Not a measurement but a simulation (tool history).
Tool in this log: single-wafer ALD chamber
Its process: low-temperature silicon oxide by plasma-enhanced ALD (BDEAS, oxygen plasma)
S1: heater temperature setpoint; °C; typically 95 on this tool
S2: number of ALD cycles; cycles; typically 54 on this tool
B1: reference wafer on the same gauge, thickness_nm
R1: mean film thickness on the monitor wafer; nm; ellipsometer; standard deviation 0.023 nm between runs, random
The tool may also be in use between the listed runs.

run 1 hour=0.0 | S1=99 S2=54 | B1=8.787 | R1=8.918
run 2 hour=9.1 | S1=91 S2=54 | B1=8.793 | R1=9.176
run 3 hour=22.7 | S1=91 S2=54 | B1=8.794 | R1=9.150
run 4 hour=39.1 | S1=91 S2=54 | B1=8.800 | R1=9.087
run 5 hour=47.5 | S1=95 S2=54 | B1=8.795 | R1=9.042
run 6 hour=55.8 | S1=95 S2=54 | B1=8.790 | R1=9.044
run 7 hour=64.1 | S1=95 S2=54 | B1=8.778 | R1=9.015
run 8 hour=77.6 | S1=95 S2=54 | B1=8.803 | R1=9.016
run 9 hour=95.0 | S1=95 S2=54 | B1=8.795 | R1=9.035
run 10 hour=109.7 | S1=84 S2=54 | B1=8.776 | R1=9.330
run 11 hour=124.7 | S1=84 S2=54 | B1=8.790 | R1=9.316
run 12 hour=135.9 | S1=84 S2=54 | B1=8.786 | R1=9.350
-- hour=140.0 gauge calibrated
-- hour=152.2 thermocouple changed; heater temperature recalibrated
run 13 hour=152.7 | S1=95 S2=54 | B1=8.790 | R1=9.017
run 14 hour=165.3 | S1=95 S2=54 | B1=8.798 | R1=9.043
run 15 hour=171.5 | S1=95 S2=54 | B1=8.791 | R1=9.083
run 16 hour=181.2 | S1=95 S2=54 | B1=8.777 | R1=9.025
run 17 hour=195.4 | S1=82 S2=58 | B1=8.788 | R1=10.080
run 18 hour=209.8 | S1=99 S2=50 | B1=8.787 | R1=8.269
run 19 hour=221.3 | S1=95 S2=54 | B1=8.794 | R1=9.053
run 20 hour=230.5 | S1=95 S2=54 | B1=8.796 | R1=9.049
run 21 hour=240.8 | S1=80 S2=59 | B1=8.782 | R1=10.327
run 22 hour=251.1 | S1=88 S2=64 | B1=8.781 | R1=10.949
run 23 hour=258.6 | S1=103 S2=63 | B1=8.792 | R1=10.269
run 24 hour=274.6 | S1=95 S2=54 | B1=8.781 | R1=9.016
run 25 hour=283.6 | S1=95 S2=54 | B1=8.785 | R1=9.008
run 26 hour=294.7 | S1=104 S2=57 | B1=8.799 | R1=9.297
run 27 hour=301.1 | S1=85 S2=60 | B1=8.794 | R1=10.343
run 28 hour=308.8 | S1=86 S2=62 | B1=8.782 | R1=10.652
run 29 hour=320.2 | S1=90 S2=64 | B1=8.796 | R1=10.850
run 30 hour=329.5 | S1=95 S2=46 | B1=8.787 | R1=7.650

What was the tool's hidden state at every run in the log?
wafer temperature above the value expected at the setpoint (K): 0 on each run
gauge reads high (%): 0 on each run
